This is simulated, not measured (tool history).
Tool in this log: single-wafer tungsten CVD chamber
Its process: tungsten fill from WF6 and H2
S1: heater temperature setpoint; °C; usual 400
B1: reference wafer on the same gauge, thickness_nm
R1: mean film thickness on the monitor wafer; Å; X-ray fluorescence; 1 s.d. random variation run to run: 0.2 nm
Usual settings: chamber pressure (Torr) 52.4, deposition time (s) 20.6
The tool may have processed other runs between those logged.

{"run": 1, "day": 0.0, "S1": 400, "chamber pressure (Torr)": 52.4, "deposition time (s)": 20.6, "B1": 80.376, "R1": 745.27}
{"run": 2, "day": 3.938, "S1": 400, "chamber pressure (Torr)": 52.4, "deposition time (s)": 20.6, "B1": 80.305, "R1": 751.35}
{"run": 3, "day": 7.925, "S1": 400, "chamber pressure (Torr)": 52.4, "deposition time (s)": 20.6, "B1": 80.292, "R1": 755.62}
{"run": 4, "day": 11.862, "S1": 400, "chamber pressure (Torr)": 43.6, "deposition time (s)": 20.6, "B1": 80.44, "R1": 667.42}
{"run": 5, "day": 16.283, "S1": 400, "chamber pressure (Torr)": 43.6, "deposition time (s)": 20.6, "B1": 80.44, "R1": 668.48}
{"day": 18.429, "done": "capacitance manometer re-zeroed and calibrated"}
{"run": 6, "day": 19.925, "S1": 400, "chamber pressure (Torr)": 47.3, "deposition time (s)": 17.5, "B1": 80.419, "R1": 620.29}
{"run": 7, "day": 22.888, "S1": 392, "chamber pressure (Torr)": 52.4, "deposition time (s)": 20.6, "B1": 80.396, "R1": 686.94}
{"day": 24.796, "done": "showerhead replaced"}
{"run": 8, "day": 25.292, "S1": 392, "chamber pressure (Torr)": 52.4, "deposition time (s)": 20.6, "B1": 80.368, "R1": 684.73}
{"run": 9, "day": 26.883, "S1": 393, "chamber pressure (Torr)": 52.4, "deposition time (s)": 20.6, "B1": 80.39, "R1": 698.05}
{"run": 10, "day": 30.908, "S1": 393, "chamber pressure (Torr)": 52.4, "deposition time (s)": 23.8, "B1": 80.411, "R1": 802.54}
{"run": 11, "day": 35.075, "S1": 387, "chamber pressure (Torr)": 63.3, "deposition time (s)": 20.6, "B1": 80.364, "R1": 704.47}
{"day": 35.8, "done": "gauge calibrated"}
{"run": 12, "day": 39.533, "S1": 400, "chamber pressure (Torr)": 47.3, "deposition time (s)": 17.5, "B1": 80.373, "R1": 610.42}
{"run": 13, "day": 41.7, "S1": 400, "chamber pressure (Torr)": 43.8, "deposition time (s)": 20.6, "B1": 80.387, "R1": 679.2}
{"day": 42.721, "done": "thermocouple changed; heater temperature recalibrated"}
{"run": 14, "day": 43.662, "S1": 400, "chamber pressure (Torr)": 52.4, "deposition time (s)": 20.6, "B1": 80.299, "R1": 750.0}
{"run": 15, "day": 47.842, "S1": 391, "chamber pressure (Torr)": 52.4, "deposition time (s)": 20.6, "B1": 80.405, "R1": 651.48}
{"run": 16, "day": 50.254, "S1": 395, "chamber pressure (Torr)": 40.0, "deposition time (s)": 18.9, "B1": 80.393, "R1": 525.22}
{"run": 17, "day": 54.512, "S1": 400, "chamber pressure (Torr)": 64.2, "deposition time (s)": 22.0, "B1": 80.413, "R1": 918.4}
{"run": 18, "day": 60.004, "S1": 400, "chamber pressure (Torr)": 47.3, "deposition time (s)": 17.5, "B1": 80.425, "R1": 601.3}

Predict each of these 3 candidate next runs independently; none follows another, all start after run 18:
{"run": "A", "day": 60.021, "S1": 400, "chamber pressure (Torr)": 52.4, "deposition time (s)": 20.6, "B1": "?", "R1": "?"}
{"run": "B", "day": 60.021, "S1": 412, "chamber pressure (Torr)": 62.7, "deposition time (s)": 23.0, "B1": "?", "R1": "?"}
{"run": "C", "day": 60.021, "S1": 386, "chamber pressure (Torr)": 64.3, "deposition time (s)": 20.6, "B1": "?", "R1": "?"}

run=A B1=80.375 R1=755.69
run=B B1=80.375 R1=1135.46
run=C B1=80.375 R1=681.37
Without the tool's unlogged condition, the same runs would have read:
run=A R1=767.24
run=B R1=1152.90
run=C R1=688.97
